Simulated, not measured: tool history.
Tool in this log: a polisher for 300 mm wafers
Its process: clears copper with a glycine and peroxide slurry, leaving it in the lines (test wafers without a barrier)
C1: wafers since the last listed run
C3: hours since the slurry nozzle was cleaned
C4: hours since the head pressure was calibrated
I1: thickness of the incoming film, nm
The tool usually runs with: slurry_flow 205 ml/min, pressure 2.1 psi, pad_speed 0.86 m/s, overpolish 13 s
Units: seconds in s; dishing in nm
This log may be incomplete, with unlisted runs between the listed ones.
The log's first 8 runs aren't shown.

Run 9, hour 240.4: usual settings but pad_speed 0.74 m/s; C1 283; wafers polished on this pad 2078; C3 194.6; C4 956.6; I1 352.0. Result: seconds 135.5 s, dishing 26.2 nm.
Run 10, hour 254.9: usual settings but pad_speed 0.74 m/s; C1 145; wafers polished on this pad 2223; C3 209.1; C4 971.1; I1 359.1. Result: seconds 136.5 s, dishing 27.3 nm.
At hour 275.6: worn pad replaced by a new one.
Run 11, hour 280.7: usual settings but pressure 2.5 psi; C1 218; wafers polished on this pad 50; C3 234.9; C4 996.9; I1 350.4. Result: seconds 95.8 s, dishing 38.4 nm.
At hour 292.2: head pressure recalibrated.
Run 12, hour 341.7: usual settings but overpolish 7 s; C1 591; wafers polished on this pad 641; C3 295.9; C4 49.5; I1 355.3. Result: seconds 114.3 s, dishing 17.8 nm.
Run 13, hour 365.7: usual settings; C1 240; wafers polished on this pad 882; C3 319.9; C4 73.5; I1 355.5. Result: seconds 114.2 s, dishing 30.4 nm.
Run 14, hour 443.1: usual settings but pressure 2.3 psi, overpolish 19 s; C1 775; wafers polished on this pad 1657; C3 397.3; C4 150.9; I1 354.7. Result: seconds 112.7 s, dishing 46.2 nm.
Run 15, hour 459.5: usual settings but pressure 2.8 psi, pad_speed 1.14 m/s; C1 164; wafers polished on this pad 1822; C3 413.7; C4 167.3; I1 351.1. Result: seconds 78.3 s, dishing 45.4 nm.
Run 16, hour 493.9: usual settings but pad_speed 0.76 m/s; C1 344; wafers polished on this pad 2166; C3 448.1; C4 201.7; I1 356.4. Result: seconds 131.9 s, dishing 28.2 nm.
At hour 501.0: worn pad replaced by a new one.
Run 17, hour 510.1: usual settings but slurry_flow 270 ml/min, pressure 2.3 psi, pad_speed 0.60 m/s; C1 122; wafers polished on this pad 91; C3 464.3; C4 217.9; I1 358.9. Result: seconds 126.3 s, dishing 29.0 nm.
Run 18, hour 529.9: usual settings; C1 198; wafers polished on this pad 289; C3 484.1; C4 237.7; I1 356.1. Result: seconds 108.4 s, dishing 33.1 nm.
At hour 545.7: slurry nozzle cleaned.
Run 19, hour 564.6: usual settings; C1 337; wafers polished on this pad 627; C3 18.9; C4 272.4; I1 352.7. Result: seconds 109.5 s, dishing 33.5 nm.
Run 20, hour 588.4: usual settings but slurry_flow 155 ml/min, pressure 2.6 psi, pad_speed 0.56 m/s; C1 238; wafers polished on this pad 865; C3 42.7; C4 296.2; I1 362.5. Result: seconds 140.7 s, dishing 25.9 nm.
Run 21, hour 647.3: usual settings but pressure 1.9 psi; C1 590; wafers polished on this pad 1456; C3 101.6; C4 355.1; I1 350.8. Result: seconds 118.4 s, dishing 30.0 nm.
Run 22, hour 700.9: usual settings; C1 537; wafers polished on this pad 1993; C3 155.2; C4 408.7; I1 357.5. Result: seconds 119.2 s, dishing 31.3 nm.
At hour 733.0: worn pad replaced by a new one.
Run 23, hour 734.8: usual settings but slurry_flow 275 ml/min, overpolish 8 s; C1 299; wafers polished on this pad 17; C3 189.1; C4 442.6; I1 355.7. Result: seconds 102.9 s, dishing 22.4 nm.
Run 24, hour 756.1: usual settings but slurry_flow 240 ml/min, pressure 2.5 psi, pad_speed 1.02 m/s, overpolish 16 s; C1 213; wafers polished on this pad 231; C3 210.4; C4 463.9; I1 349.5. Result: seconds 83.6 s, dishing 49.4 nm.
Run 25, hour 774.2: usual settings but pad_speed 1.04 m/s; C1 181; wafers polished on this pad 412; C3 228.5; C4 482.0; I1 357.3. Result: seconds 97.6 s, dishing 36.9 nm.
Run 26, hour 802.0: usual settings but pressure 1.9 psi, pad_speed 1.00 m/s; C1 278; wafers polished on this pad 690; C3 256.3; C4 509.8; I1 354.0. Result: seconds 104.9 s, dishing 33.8 nm.
Run 27, hour 821.1: usual settings but slurry_flow 260 ml/min, pressure 2.5 psi, pad_speed 0.66 m/s, overpolish 15 s; C1 191; wafers polished on this pad 882; C3 275.4; C4 528.9; I1 351.3. Result: seconds 126.5 s, dishing 34.0 nm.
Run 28, hour 850.2: usual settings but pressure 2.5 psi; C1 291; wafers polished on this pad 1173; C3 304.5; C4 558.0; I1 360.0. Result: seconds 108.1 s, dishing 35.1 nm.
Run 29, hour 878.8: usual settings but pressure 2.6 psi; C1 286; wafers polished on this pad 1460; C3 333.1; C4 586.6; I1 347.8. Result: seconds 103.0 s, dishing 35.1 nm.
Run 30, hour 904.5: usual settings but slurry_flow 175 ml/min, pressure 2.7 psi; C1 257; wafers polished on this pad 1717; C3 358.8; C4 612.3; I1 351.0. Result: seconds 106.1 s, dishing 34.6 nm.
Run 31, hour 933.6: usual settings but pressure 1.7 psi, pad_speed 0.94 m/s; C1 291; wafers polished on this pad 2009; C3 387.9; C4 641.4; I1 355.7. Result: seconds 126.5 s, dishing 29.6 nm.
Run 32, hour 963.4: usual settings but slurry_flow 145 ml/min, pressure 1.9 psi, pad_speed 0.68 m/s, overpolish 21 s; C1 298; wafers polished on this pad 2308; C3 417.7; C4 671.2; I1 357.4. Result: seconds 160.4 s, dishing 36.0 nm.
Run 33, hour 977.6: usual settings; C1 142; wafers polished on this pad 2450; C3 431.9; C4 685.4; I1 352.5. Result: seconds 121.0 s, dishing 30.3 nm.

5 ways to go on from here, each from the tool as it stands after run 33. What would each give?
Run A, hour 978.1: usual settings; C1 5; wafers polished on this pad 2455; C3 432.4; C4 685.9; I1 356.7. Result: seconds ?, dishing ?.
Run B, hour 978.1: usual settings but slurry_flow 160 ml/min, overpolish 18 s; C1 5; wafers polished on this pad 2455; C3 432.4; C4 685.9; I1 356.7. Result: seconds ?, dishing ?.
Run C, hour 978.1: usual settings but pressure 1.5 psi, pad_speed 1.06 m/s, overpolish 16 s; C1 5; wafers polished on this pad 2455; C3 432.4; C4 685.9; I1 356.7. Result: seconds ?, dishing ?.
Run D, hour 978.1: usual settings but slurry_flow 250 ml/min, pressure 1.7 psi, pad_speed 0.58 m/s, overpolish 17 s; C1 5; wafers polished on this pad 2455; C3 432.4; C4 685.9; I1 356.7. Result: seconds ?, dishing ?.
Run E, hour 978.1: usual settings but slurry_flow 250 ml/min, pad_speed 0.62 m/s, overpolish 6 s; C1 5; wafers polished on this pad 2455; C3 432.4; C4 685.9; I1 356.7. Result: seconds ?, dishing ?.

run  seconds  dishing
  A    119.8     30.4
  B    123.7     39.6
  C    122.0     35.7
  D    171.2     28.2
  E    148.3     12.0
The same runs, with their run-to-run variation unchanged, on a tool lacking any hidden condition would have given:
run  seconds  dishing
  A    103.1     34.9
  B    106.5     45.2
  C    105.0     40.7
  D    147.4     32.3
  E    127.7     13.8
